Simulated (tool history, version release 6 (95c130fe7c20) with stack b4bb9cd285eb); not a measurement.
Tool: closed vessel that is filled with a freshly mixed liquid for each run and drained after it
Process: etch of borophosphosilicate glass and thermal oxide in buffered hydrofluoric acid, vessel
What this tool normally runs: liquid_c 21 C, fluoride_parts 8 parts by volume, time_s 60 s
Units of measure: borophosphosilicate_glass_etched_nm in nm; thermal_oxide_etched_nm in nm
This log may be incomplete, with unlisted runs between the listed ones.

| run | day | liquid_c | fluoride_parts | time_s | wafers since the last listed run | hours since the thermometer was replaced | hours since the hydrofluoric acid flow meter was replaced | hours since the gauge calibration | read-back film thickness of the borophosphosilicate glass reference wafer, read on the same gauge (nm) | read-back film thickness of the thermal oxide reference wafer, read on the same gauge (nm) | borophosphosilicate_glass_etched_nm | thermal_oxide_etched_nm |
|---|---|---|---|---|---|---|---|---|---|---|---|---|
| 1 | 0 | 19 | 8 | 60 | 0 | 1674.6 | 1148.4 | 281.1 | 140 | 89.99 | 84.77 | 52.98 |
| 2 | 0.612 | 21 | 8 | 60 | 1599 | 1689.3 | 1163.1 | 295.8 | 140.03 | 90.01 | 93.97 | 60.58 |
| 3 | 1.238 | 21 | 6.5 | 60 | 1631 | 1704.3 | 1178.1 | 310.8 | 140 | 89.99 | 115.23 | 71.56 |
| 4 | 1.85 | 21 | 8 | 60 | 1599 | 1719 | 1192.8 | 325.5 | 139.99 | 90.02 | 94.48 | 60.38 |
| 5 | 2.383 | 21 | 8 | 60 | 1392 | 1731.8 | 1205.6 | 338.3 | 140.01 | 90 | 93.84 | 60.39 |
|  | 3.054 | gauge calibrated |
|  | 3.158 | hydrofluoric acid flow meter replaced |
| 6 | 3.208 | 21 | 8 | 60 | 2045 | 1751.6 | 1.2 | 3.7 | 139.97 | 89.99 | 84.58 | 53.03 |
| 7 | 3.862 | 21 | 8 | 60 | 1708 | 1767.3 | 16.9 | 19.4 | 139.97 | 90 | 84.08 | 53.54 |
| 8 | 4.179 | 21 | 9 | 30 | 826 | 1774.9 | 24.5 | 27 | 140.02 | 90 | 37.02 | 23.7 |
| 9 | 4.838 | 25.5 | 9.5 | 45 | 1718 | 1790.7 | 40.3 | 42.8 | 140.02 | 90 | 68.54 | 43.76 |
| 10 | 5.571 | 17 | 6 | 45 | 1914 | 1808.3 | 57.9 | 60.4 | 140 | 89.99 | 68 | 42.34 |
| 11 | 5.992 | 23 | 8 | 60 | 1098 | 1818.4 | 68 | 70.5 | 140.01 | 90 | 95.11 | 60.61 |
|  | 6.983 | thermometer replaced |
| 12 | 7.354 | 21 | 8 | 60 | 3448 | 8.9 | 100.7 | 103.2 | 139.99 | 90 | 98.61 | 63.48 |
| 13 | 7.704 | 21 | 8 | 60 | 913 | 17.3 | 109.1 | 111.6 | 140.01 | 90.01 | 100.55 | 63.29 |
| 14 | 8.296 | 21 | 8 | 85 | 1544 | 31.5 | 123.3 | 125.8 | 140 | 90.02 | 143.37 | 90.12 |
| 15 | 8.575 | 17.5 | 10 | 60 | 728 | 38.2 | 130 | 132.5 | 140.02 | 90.01 | 66.78 | 42.48 |
| 16 | 9.212 | 21 | 10 | 60 | 1664 | 53.5 | 145.3 | 147.8 | 140 | 89.99 | 82.64 | 51.65 |
| 17 | 9.921 | 21 | 8 | 60 | 1849 | 70.5 | 162.3 | 164.8 | 140 | 90.04 | 99.79 | 62.94 |
| 18 | 10.312 | 21 | 5 | 95 | 1022 | 79.9 | 171.7 | 174.2 | 139.99 | 89.99 | 246.44 | 154.48 |
| 19 | 10.8 | 18 | 9.5 | 40 | 1272 | 91.6 | 183.4 | 185.9 | 140.01 | 89.99 | 47.53 | 30.17 |
| 20 | 11.425 | 21 | 8 | 60 | 1631 | 106.6 | 198.4 | 200.9 | 139.99 | 90.01 | 100.88 | 63.26 |
| 21 | 11.767 | 19 | 8 | 80 | 892 | 114.8 | 206.6 | 209.1 | 140 | 90.01 | 121.41 | 76.49 |
| 22 | 12.108 | 21 | 8 | 60 | 892 | 123 | 214.8 | 217.3 | 140.01 | 90 | 100.3 | 64.6 |
| 23 | 12.496 | 22.5 | 9 | 85 | 1011 | 132.3 | 224.1 | 226.6 | 140.02 | 89.97 | 135.24 | 86.91 |
| 24 | 13.162 | 17.5 | 9 | 60 | 1740 | 148.3 | 240.1 | 242.6 | 139.99 | 90.01 | 72.66 | 45.66 |
| 25 | 13.612 | 17 | 7 | 85 | 1174 | 159.1 | 250.9 | 253.4 | 139.98 | 90 | 129.86 | 83.46 |

Below are 4 alternative next runs, each starting from the tool's condition after run 25. Predict each:
| A | 13.642 | 21 | 8 | 60 | 76 | 159.8 | 251.6 | 254.1 | ? | ? | ? | ? |
| B | 13.642 | 21 | 10.5 | 60 | 76 | 159.8 | 251.6 | 254.1 | ? | ? | ? | ? |
| C | 13.642 | 23.5 | 9.5 | 35 | 76 | 159.8 | 251.6 | 254.1 | ? | ? | ? | ? |
| D | 13.642 | 21 | 5 | 40 | 76 | 159.8 | 251.6 | 254.1 | ? | ? | ? | ? |

| run | read-back film thickness of the borophosphosilicate glass reference wafer, read on the same gauge (nm) | read-back film thickness of the thermal oxide reference wafer, read on the same gauge (nm) | borophosphosilicate_glass_etched_nm | thermal_oxide_etched_nm |
|---|---|---|---|---|
| A | 139.98 | 89.99 | 101.23 | 63.54 |
| B | 139.98 | 89.99 | 79.06 | 49.77 |
| C | 139.98 | 89.99 | 56.81 | 35.8 |
| D | 139.98 | 89.99 | 104.76 | 65.05 |
Stripped of hidden state, with their random variation kept, the same runs would have yielded:
| run | borophosphosilicate_glass_etched_nm | thermal_oxide_etched_nm |
|---|---|---|
| A | 99.95 | 62.78 |
| B | 78.28 | 49.3 |
| C | 56.72 | 35.75 |
| D | 103.74 | 64.49 |
